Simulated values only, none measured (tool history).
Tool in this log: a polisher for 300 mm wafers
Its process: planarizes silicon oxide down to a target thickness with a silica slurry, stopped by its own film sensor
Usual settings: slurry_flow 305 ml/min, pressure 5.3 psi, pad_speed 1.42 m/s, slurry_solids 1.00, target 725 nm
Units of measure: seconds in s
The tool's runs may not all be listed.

| run | day | slurry_flow | pressure | pad_speed | slurry_solids | target | wafers since the last listed run | wafers polished on this pad | hours since the slurry nozzle was cleaned | hours since the head pressure was calibrated | hours since the slurry blender was calibrated | hours since the conditioning disc was replaced | incoming thickness of the incoming film, nm | seconds |
|---|---|---|---|---|---|---|---|---|---|---|---|---|---|---|
| 1 | 0.000 | 305 | 6.3 | 1.42 | 1.00 | 725 | 0 | 57 | 274.0 | 519.8 | 191.8 | 239.0 | 1121.9 | 72.9 |
| 2 | 0.767 | 305 | 4.5 | 1.42 | 1.00 | 725 | 125 | 182 | 292.4 | 538.2 | 210.2 | 257.4 | 1129.9 | 97.9 |
| 3 | 2.071 | 305 | 4.5 | 1.42 | 1.00 | 725 | 213 | 395 | 323.7 | 569.5 | 241.5 | 288.7 | 1142.6 | 103.6 |
| 4 | 3.054 | 360 | 4.5 | 1.42 | 1.00 | 725 | 160 | 556 | 347.3 | 593.1 | 265.1 | 312.3 | 1105.6 | 92.5 |
| 5 | 3.592 | 305 | 5.3 | 1.42 | 1.00 | 725 | 87 | 644 | 360.2 | 606.0 | 278.0 | 325.2 | 1108.6 | 82.8 |
| 6 | 4.142 | 400 | 4.4 | 1.42 | 1.00 | 725 | 89 | 734 | 373.4 | 619.2 | 291.2 | 338.4 | 1136.9 | 99.4 |
| 7 | 4.800 | 305 | 5.3 | 1.42 | 0.90 | 725 | 107 | 842 | 389.2 | 635.0 | 307.0 | 354.2 | 1124.1 | 90.8 |
|  | 5.408 | conditioning disc replaced and pad reconditioned |
|  | 5.608 | slurry nozzle cleaned |
| 8 | 5.733 | 305 | 5.3 | 1.42 | 1.00 | 655 | 132 | 974 | 3.0 | 657.4 | 329.4 | 7.8 | 1128.7 | 100.6 |
| 9 | 7.975 | 305 | 3.5 | 1.86 | 1.25 | 684 | 366 | 1341 | 56.8 | 711.2 | 383.2 | 61.6 | 1119.9 | 97.2 |
|  | 8.671 | worn pad replaced by a new one |
| 10 | 8.846 | 305 | 5.3 | 1.42 | 1.00 | 725 | 115 | 28 | 77.7 | 732.1 | 404.1 | 82.5 | 1103.7 | 87.1 |
|  | 9.004 | head pressure recalibrated |
| 11 | 10.267 | 305 | 4.5 | 1.42 | 1.00 | 725 | 218 | 247 | 111.8 | 30.3 | 438.2 | 116.6 | 1121.7 | 103.3 |
|  | 11.521 | slurry blender recalibrated |
| 12 | 11.625 | 305 | 6.3 | 1.60 | 0.75 | 775 | 208 | 455 | 144.4 | 62.9 | 2.5 | 149.2 | 1120.2 | 67.8 |
| 13 | 12.950 | 305 | 5.3 | 1.42 | 1.00 | 725 | 216 | 672 | 176.2 | 94.7 | 34.3 | 181.0 | 1126.1 | 83.1 |
| 14 | 13.908 | 305 | 5.3 | 1.88 | 1.00 | 620 | 156 | 829 | 199.2 | 117.7 | 57.3 | 204.0 | 1118.4 | 84.4 |
| 15 | 14.912 | 305 | 7.2 | 1.42 | 1.00 | 725 | 164 | 993 | 223.3 | 141.8 | 81.4 | 228.1 | 1125.0 | 62.1 |
| 16 | 16.396 | 305 | 4.0 | 1.70 | 1.00 | 725 | 242 | 1236 | 258.9 | 177.4 | 117.0 | 263.7 | 1125.3 | 91.1 |
|  | 17.167 | worn pad replaced by a new one, of another model than before |
| 17 | 17.683 | 245 | 3.6 | 1.68 | 1.00 | 761 | 183 | 84 | 289.8 | 208.3 | 147.9 | 294.6 | 1125.8 | 93.3 |
| 18 | 18.475 | 305 | 4.8 | 1.42 | 1.00 | 725 | 129 | 214 | 308.8 | 227.3 | 166.9 | 313.6 | 1110.6 | 86.6 |
|  | 19.638 | slurry nozzle cleaned |
|  | 19.750 | conditioning disc replaced and pad reconditioned |
| 19 | 19.850 | 305 | 3.5 | 1.86 | 1.25 | 684 | 204 | 418 | 5.1 | 260.3 | 199.9 | 2.4 | 1118.2 | 94.1 |
| 20 | 20.946 | 305 | 6.2 | 1.42 | 1.10 | 725 | 179 | 598 | 31.4 | 286.6 | 226.2 | 28.7 | 1119.8 | 73.1 |
| 21 | 25.033 | 305 | 5.3 | 1.88 | 0.85 | 646 | 668 | 1266 | 129.5 | 384.7 | 324.3 | 126.8 | 1134.1 | 103.5 |
| 22 | 25.779 | 305 | 5.3 | 1.42 | 1.00 | 837 | 122 | 1389 | 147.4 | 402.6 | 342.2 | 144.7 | 1129.5 | 63.6 |
| 23 | 26.992 | 220 | 5.3 | 1.84 | 1.00 | 725 | 198 | 1587 | 176.5 | 431.7 | 371.3 | 173.8 | 1118.3 | 79.7 |
|  | 27.671 | worn pad replaced by a new one |
| 24 | 28.262 | 305 | 5.3 | 1.10 | 0.85 | 725 | 180 | 96 | 207.0 | 462.2 | 401.8 | 204.3 | 1104.6 | 106.3 |
|  | 29.533 | slurry blender recalibrated |
| 25 | 31.012 | 305 | 5.3 | 1.00 | 1.00 | 793 | 436 | 533 | 273.0 | 528.2 | 35.5 | 270.3 | 1103.7 | 72.2 |

Alternative continuations, all from the tool just after run 25; predict every row:
| A | 31.029 | 305 | 5.3 | 1.42 | 1.10 | 725 | 2 | 535 | 273.4 | 528.6 | 35.9 | 270.7 | 1112.8 | ? |
| B | 31.029 | 305 | 5.3 | 1.64 | 1.25 | 687 | 2 | 535 | 273.4 | 528.6 | 35.9 | 270.7 | 1112.8 | ? |
| C | 31.029 | 305 | 5.3 | 1.76 | 0.80 | 725 | 2 | 535 | 273.4 | 528.6 | 35.9 | 270.7 | 1112.8 | ? |
| D | 31.029 | 305 | 5.3 | 1.18 | 1.00 | 673 | 2 | 535 | 273.4 | 528.6 | 35.9 | 270.7 | 1112.8 | ? |

| run | seconds |
|---|---|
| A | 76.1 |
| B | 73.8 |
| C | 83.3 |
| D | 97.7 |
Take away the tool's hidden state, keep each run's random variation, and the runs would have read:
| run | seconds |
|---|---|
| A | 75.3 |
| B | 73.1 |
| C | 82.3 |
| D | 96.6 |
